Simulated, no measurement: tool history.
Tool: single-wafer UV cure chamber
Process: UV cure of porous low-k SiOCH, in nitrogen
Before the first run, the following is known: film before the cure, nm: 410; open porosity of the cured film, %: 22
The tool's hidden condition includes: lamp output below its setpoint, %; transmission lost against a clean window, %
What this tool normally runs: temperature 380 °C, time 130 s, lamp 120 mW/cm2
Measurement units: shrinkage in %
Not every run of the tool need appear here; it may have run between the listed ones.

| run | hour | temperature | time | lamp | wafers since the last listed run | hours since the UV bulbs were replaced | wafers since the quartz window was cleaned | shrinkage |
|---|---|---|---|---|---|---|---|---|
| 1 | 0.0 | 380 | 130 | 120 | 0 | 582.0 | 2564 | 8.713 |
| 2 | 34.1 | 370 | 130 | 120 | 290 | 616.1 | 2854 | 8.507 |
|  | 62.5 | quartz window cleaned |
| 3 | 101.6 | 370 | 130 | 120 | 507 | 683.6 | 333 | 9.294 |
| 4 | 154.0 | 370 | 130 | 120 | 446 | 736.0 | 780 | 9.020 |
| 5 | 218.1 | 380 | 130 | 120 | 546 | 800.1 | 1326 | 9.169 |
| 6 | 286.3 | 380 | 130 | 120 | 581 | 868.3 | 1908 | 9.031 |
| 7 | 315.5 | 380 | 130 | 134 | 248 | 897.5 | 2157 | 9.556 |
| 8 | 359.2 | 380 | 130 | 120 | 372 | 941.2 | 2529 | 8.892 |
| 9 | 426.7 | 380 | 130 | 120 | 575 | 1008.7 | 3105 | 8.884 |
|  | 472.9 | quartz window cleaned |
| 10 | 475.0 | 380 | 130 | 120 | 343 | 1057.0 | 18 | 9.945 |
| 11 | 539.3 | 380 | 130 | 120 | 548 | 1121.3 | 566 | 9.597 |
| 12 | 601.7 | 380 | 130 | 106 | 531 | 1183.7 | 1098 | 8.477 |
| 13 | 632.9 | 380 | 130 | 106 | 265 | 1214.9 | 1364 | 8.359 |
|  | 842.1 | quartz window cleaned |
| 14 | 842.6 | 380 | 130 | 120 | 1719 | 1424.6 | 4 | 9.737 |
| 15 | 864.5 | 380 | 130 | 120 | 186 | 1446.5 | 191 | 9.650 |
| 16 | 901.0 | 380 | 130 | 120 | 311 | 1483.0 | 502 | 9.090 |
| 17 | 941.3 | 362 | 70 | 147 | 343 | 1523.3 | 846 | 7.125 |
| 18 | 981.9 | 380 | 185 | 86 | 346 | 1563.9 | 1192 | 9.273 |
| 19 | 1030.6 | 380 | 130 | 137 | 415 | 1612.6 | 1607 | 9.582 |
| 20 | 1073.6 | 367 | 130 | 82 | 366 | 1655.6 | 1973 | 7.152 |
|  | 1191.5 | quartz window cleaned |
| 21 | 1192.0 | 365 | 130 | 155 | 941 | 1774.0 | 4 | 10.534 |
| 22 | 1239.4 | 380 | 130 | 120 | 404 | 1821.4 | 408 | 9.678 |
|  | 1255.5 | UV bulbs replaced |
| 23 | 1300.2 | 363 | 130 | 120 | 450 | 44.7 | 858 | 9.027 |
| 24 | 1338.7 | 380 | 130 | 120 | 328 | 83.2 | 1186 | 8.855 |
| 25 | 1400.6 | 398 | 90 | 120 | 527 | 145.1 | 1714 | 7.555 |
| 26 | 1443.6 | 380 | 130 | 82 | 366 | 188.1 | 2081 | 7.274 |
| 27 | 1491.2 | 380 | 170 | 159 | 405 | 235.7 | 2486 | 11.304 |
| 28 | 1524.1 | 380 | 65 | 120 | 280 | 268.6 | 2767 | 6.044 |
|  | 1588.2 | quartz window cleaned |
| 29 | 1588.7 | 380 | 130 | 120 | 482 | 333.2 | 4 | 9.697 |
| 30 | 1641.5 | 391 | 95 | 142 | 450 | 386.0 | 454 | 8.719 |
| 31 | 1700.1 | 371 | 130 | 147 | 499 | 444.6 | 954 | 9.740 |
| 32 | 1838.3 | 387 | 60 | 82 | 1178 | 582.8 | 2132 | 4.348 |

Results per run with the tool's hidden condition removed, run-to-run variation unchanged:
| run | shrinkage |
|---|---|
| 1 | 9.811 |
| 2 | 9.626 |
| 3 | 9.560 |
| 4 | 9.535 |
| 5 | 9.904 |
| 6 | 9.902 |
| 7 | 10.485 |
| 8 | 9.842 |
| 9 | 9.885 |
| 10 | 10.066 |
| 11 | 10.122 |
| 12 | 9.218 |
| 13 | 9.182 |
| 14 | 9.785 |
| 15 | 9.850 |
| 16 | 9.485 |
| 17 | 7.675 |
| 18 | 10.002 |
| 19 | 10.432 |
| 20 | 8.024 |
| 21 | 10.586 |
| 22 | 10.040 |
| 23 | 9.658 |
| 24 | 9.582 |
| 25 | 8.392 |
| 26 | 8.175 |
| 27 | 12.356 |
| 28 | 6.971 |
| 29 | 9.891 |
| 30 | 9.241 |
| 31 | 10.550 |
| 32 | 5.211 |
